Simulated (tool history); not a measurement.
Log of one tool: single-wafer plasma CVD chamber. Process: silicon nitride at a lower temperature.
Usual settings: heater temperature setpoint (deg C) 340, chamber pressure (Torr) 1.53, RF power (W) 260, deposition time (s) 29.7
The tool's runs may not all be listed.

| run | hour | heater temperature setpoint (deg C) | chamber pressure (Torr) | RF power (W) | deposition time (s) | wafers since the last listed run | hours since the last thermocouple change | hours since the last RF generator calibration | hours since the last manometer calibration | hours since the showerhead was replaced | hours since the gauge calibration | read-back reference wafer on the same gauge, thickness_nm | mean film thickness on the monitor wafer (nm) |
|---|---|---|---|---|---|---|---|---|---|---|---|---|---|
| 1 | 0.0 | 334 | 1.53 | 260 | 29.7 | 0 | 359.8 | 514.8 | 2331.0 | 188.0 | 582.9 | 33.517 | 30.567 |
| 2 | 34.9 | 334 | 1.53 | 260 | 29.7 | 646 | 394.7 | 549.7 | 2365.9 | 222.9 | 617.8 | 33.513 | 31.143 |
| 3 | 88.6 | 334 | 1.53 | 260 | 29.7 | 995 | 448.4 | 603.4 | 2419.6 | 276.6 | 671.5 | 33.453 | 30.807 |
| 4 | 130.8 | 340 | 1.53 | 260 | 29.7 | 782 | 490.6 | 645.6 | 2461.8 | 318.8 | 713.7 | 33.475 | 30.710 |
| 5 | 182.2 | 340 | 1.53 | 260 | 29.7 | 952 | 542.0 | 697.0 | 2513.2 | 370.2 | 765.1 | 33.511 | 30.457 |
| 6 | 251.4 | 327 | 1.53 | 290 | 29.7 | 1282 | 611.2 | 766.2 | 2582.4 | 439.4 | 834.3 | 33.506 | 32.614 |
| 7 | 287.5 | 340 | 1.53 | 275 | 29.7 | 669 | 647.3 | 802.3 | 2618.5 | 475.5 | 870.4 | 33.476 | 31.219 |
| 8 | 316.4 | 340 | 1.53 | 310 | 29.7 | 535 | 676.2 | 831.2 | 2647.4 | 504.4 | 899.3 | 33.492 | 33.296 |
| 9 | 348.4 | 340 | 1.53 | 260 | 29.7 | 593 | 708.2 | 863.2 | 2679.4 | 536.4 | 931.3 | 33.482 | 30.369 |
| 10 | 391.2 | 346 | 1.34 | 210 | 35.4 | 793 | 751.0 | 906.0 | 2722.2 | 579.2 | 974.1 | 33.482 | 31.059 |
| 11 | 433.9 | 340 | 1.53 | 260 | 29.7 | 791 | 793.7 | 948.7 | 2764.9 | 621.9 | 1016.8 | 33.528 | 30.238 |
| 12 | 477.3 | 354 | 1.24 | 260 | 35.1 | 804 | 837.1 | 992.1 | 2808.3 | 665.3 | 1060.2 | 33.514 | 33.759 |
| 13 | 522.0 | 340 | 1.53 | 260 | 29.7 | 828 | 881.8 | 1036.8 | 2853.0 | 710.0 | 1104.9 | 33.490 | 30.357 |
| 14 | 575.2 | 340 | 1.73 | 260 | 29.7 | 985 | 935.0 | 1090.0 | 2906.2 | 763.2 | 1158.1 | 33.521 | 30.852 |
| 15 | 610.8 | 346 | 1.53 | 240 | 32.7 | 659 | 970.6 | 1125.6 | 2941.8 | 798.8 | 1193.7 | 33.491 | 31.558 |
|  | 667.0 | capacitance manometer re-zeroed and calibrated |
| 16 | 667.5 | 340 | 1.24 | 260 | 29.7 | 902 | 1027.3 | 1182.3 | 0.5 | 855.5 | 1250.4 | 33.523 | 28.518 |
|  | 758.5 | RF generator calibrated |
| 17 | 759.0 | 340 | 1.53 | 260 | 29.7 | 1547 | 1118.8 | 0.5 | 92.0 | 947.0 | 1341.9 | 33.496 | 30.906 |
| 18 | 820.3 | 340 | 1.53 | 295 | 29.7 | 1136 | 1180.1 | 61.8 | 153.3 | 1008.3 | 1403.2 | 33.462 | 33.439 |
| 19 | 845.1 | 347 | 1.53 | 240 | 29.7 | 459 | 1204.9 | 86.6 | 178.1 | 1033.1 | 1428.0 | 33.491 | 29.509 |
|  | 873.6 | gauge calibrated |
| 20 | 915.0 | 348 | 1.73 | 260 | 31.6 | 1295 | 1274.8 | 156.5 | 248.0 | 1103.0 | 41.4 | 33.448 | 33.999 |
| 21 | 939.5 | 340 | 1.53 | 260 | 26.7 | 454 | 1299.3 | 181.0 | 272.5 | 1127.5 | 65.9 | 33.497 | 27.820 |
| 22 | 997.7 | 327 | 1.53 | 260 | 34.1 | 1078 | 1357.5 | 239.2 | 330.7 | 1185.7 | 124.1 | 33.480 | 35.333 |
| 23 | 1059.3 | 331 | 1.18 | 220 | 23.9 | 1141 | 1419.1 | 300.8 | 392.3 | 1247.3 | 185.7 | 33.528 | 21.551 |
| 24 | 1173.9 | 340 | 1.16 | 280 | 28.0 | 2123 | 1533.7 | 415.4 | 506.9 | 1361.9 | 300.3 | 33.488 | 28.199 |
| 25 | 1228.2 | 344 | 1.32 | 260 | 29.7 | 1006 | 1588.0 | 469.7 | 561.2 | 1416.2 | 354.6 | 33.527 | 29.667 |
| 26 | 1286.6 | 350 | 1.53 | 260 | 32.6 | 1082 | 1646.4 | 528.1 | 619.6 | 1474.6 | 413.0 | 33.533 | 33.626 |
| 27 | 1357.5 | 340 | 1.18 | 260 | 35.5 | 1314 | 1717.3 | 599.0 | 690.5 | 1545.5 | 483.9 | 33.516 | 34.583 |
| 28 | 1426.4 | 340 | 1.76 | 230 | 29.7 | 1276 | 1786.2 | 667.9 | 759.4 | 1614.4 | 552.8 | 33.497 | 29.509 |

The tool's hidden state at each run:
wafer temperature above the value expected at the setpoint (K): 0 in every run
true pressure above the setpoint (%): 0 in every run
gauge reads high (%): 0 in every run
H1: delivered RF power above the setpoint (%)
| run | H1 |
|---|---|
| 1 | -3.24 |
| 2 | -3.43 |
| 3 | -3.72 |
| 4 | -3.94 |
| 5 | -4.22 |
| 6 | -4.59 |
| 7 | -4.78 |
| 8 | -4.94 |
| 9 | -5.11 |
| 10 | -5.34 |
| 11 | -5.57 |
| 12 | -5.8 |
| 13 | -6.04 |
| 14 | -6.32 |
| 15 | -6.51 |
| 16 | -6.82 |
| 17 | -0.779 |
| 18 | -1.11 |
| 19 | -1.24 |
| 20 | -1.61 |
| 21 | -1.75 |
| 22 | -2.06 |
| 23 | -2.39 |
| 24 | -3 |
| 25 | -3.29 |
| 26 | -3.6 |
| 27 | -3.98 |
| 28 | -4.35 |
